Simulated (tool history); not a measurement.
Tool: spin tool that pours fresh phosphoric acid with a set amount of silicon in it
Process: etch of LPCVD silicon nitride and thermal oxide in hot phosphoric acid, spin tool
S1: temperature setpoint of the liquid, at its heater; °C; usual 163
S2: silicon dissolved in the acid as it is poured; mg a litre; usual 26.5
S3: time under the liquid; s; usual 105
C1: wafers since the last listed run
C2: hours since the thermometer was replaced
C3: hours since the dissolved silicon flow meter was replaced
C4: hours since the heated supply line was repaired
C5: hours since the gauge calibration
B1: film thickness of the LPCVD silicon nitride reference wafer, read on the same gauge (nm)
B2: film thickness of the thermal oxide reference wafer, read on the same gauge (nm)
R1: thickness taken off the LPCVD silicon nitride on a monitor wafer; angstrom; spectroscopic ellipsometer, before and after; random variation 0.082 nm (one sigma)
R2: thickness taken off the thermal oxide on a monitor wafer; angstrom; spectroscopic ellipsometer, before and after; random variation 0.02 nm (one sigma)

| run | hour | S1 | S2 | S3 | C1 | C2 | C3 | C4 | C5 | B1 | B2 | R1 | R2 |
|---|---|---|---|---|---|---|---|---|---|---|---|---|---|
| 1 | 0 | 163 | 26.5 | 130 | 0 | 946 | 1880.5 | 1337.6 | 885.8 | 140 | 99.993 | 141.4 | 2.05 |
| 2 | 25.1 | 163 | 26.5 | 130 | 278 | 971.1 | 1905.6 | 1362.7 | 910.9 | 139.99 | 99.991 | 142.9 | 2.12 |
| 3 | 44.3 | 163 | 26.5 | 105 | 213 | 990.3 | 1924.8 | 1381.9 | 930.1 | 139.99 | 99.934 | 115.9 | 1.86 |
| 4 | 57.4 | 163 | 26.5 | 105 | 145 | 1003.4 | 1937.9 | 1395 | 943.2 | 140 | 99.967 | 114.9 | 1.76 |
|  | 68.8 | gauge calibrated |
|  | 84.1 | dissolved silicon flow meter replaced |
| 5 | 92.6 | 163 | 26.5 | 105 | 379 | 1038.6 | 8.5 | 1430.2 | 23.8 | 140 | 99.976 | 113.8 | 1.59 |
| 6 | 124.1 | 164 | 42 | 105 | 349 | 1070.1 | 40 | 1461.7 | 55.3 | 140.01 | 99.994 | 117.1 | 0.99 |
|  | 156.1 | heated supply line repaired |
| 7 | 179.9 | 163 | 33 | 60 | 607 | 1125.9 | 95.8 | 23.8 | 111.1 | 139.99 | 100.013 | 65.3 | 0.94 |
| 8 | 202.1 | 163 | 44.5 | 105 | 246 | 1148.1 | 118 | 46 | 133.3 | 140 | 99.991 | 116 | 0.67 |
| 9 | 216.1 | 163 | 26.5 | 105 | 155 | 1162.1 | 132 | 60 | 147.3 | 140.01 | 100.028 | 116 | 2.01 |
| 10 | 230.3 | 163 | 44.5 | 105 | 157 | 1176.3 | 146.2 | 74.2 | 161.5 | 139.99 | 99.98 | 115.1 | 0.74 |
| 11 | 263.1 | 163 | 26.5 | 45 | 363 | 1209.1 | 179 | 107 | 194.3 | 139.99 | 99.98 | 49.6 | 1.07 |
| 12 | 281 | 164.5 | 11 | 130 | 198 | 1227 | 196.9 | 124.9 | 212.2 | 139.98 | 100.015 | 149.9 | 4.38 |
| 13 | 294.8 | 161.5 | 45 | 155 | 153 | 1240.8 | 210.7 | 138.7 | 226 | 139.99 | 100.029 | 163.1 | 1 |
| 14 | 315.9 | 160.5 | 9.5 | 170 | 234 | 1261.9 | 231.8 | 159.8 | 247.1 | 140.01 | 100.005 | 174 | 4.55 |
|  | 317.2 | thermometer replaced |
| 15 | 335.4 | 163 | 18 | 45 | 205 | 18.2 | 251.3 | 179.3 | 266.6 | 140 | 99.988 | 52.2 | 1.33 |
| 16 | 361.1 | 161 | 12 | 60 | 285 | 43.9 | 277 | 205 | 292.3 | 140.01 | 100.042 | 65.9 | 1.61 |
|  | 430.5 | thermometer replaced, repeated, since the last time left the tool worse |
| 17 | 443.1 | 163 | 26.5 | 165 | 898 | 12.6 | 359 | 287 | 374.3 | 140 | 100 | 171.8 | 2.71 |
| 18 | 474.5 | 161.5 | 14.5 | 165 | 348 | 44 | 390.4 | 318.4 | 405.7 | 140 | 99.975 | 162.6 | 3.3 |
| 19 | 491 | 164 | 20 | 60 | 183 | 60.5 | 406.9 | 334.9 | 422.2 | 139.99 | 99.967 | 65.6 | 1.15 |
| 20 | 521.5 | 163 | 26.5 | 105 | 338 | 91 | 437.4 | 365.4 | 452.7 | 140.02 | 100.021 | 109.9 | 1.85 |
| 21 | 540.4 | 163 | 36.5 | 105 | 209 | 109.9 | 456.3 | 384.3 | 471.6 | 140.01 | 100.025 | 110.4 | 1.09 |

The next listed run, before its measurement:
| 22 | 570.7 | 165 | 8.5 | 60 | 336 | 140.2 | 486.6 | 414.6 | 501.9 | ? | ? | ? | ? |

{"run 22": {"B1": 140, "B2": 99.949, "R1": 66.9, "R2": 2.37}}
Without the tool's hidden state the same run would have given R1 66.3 angstrom, R2 2.33 angstrom.

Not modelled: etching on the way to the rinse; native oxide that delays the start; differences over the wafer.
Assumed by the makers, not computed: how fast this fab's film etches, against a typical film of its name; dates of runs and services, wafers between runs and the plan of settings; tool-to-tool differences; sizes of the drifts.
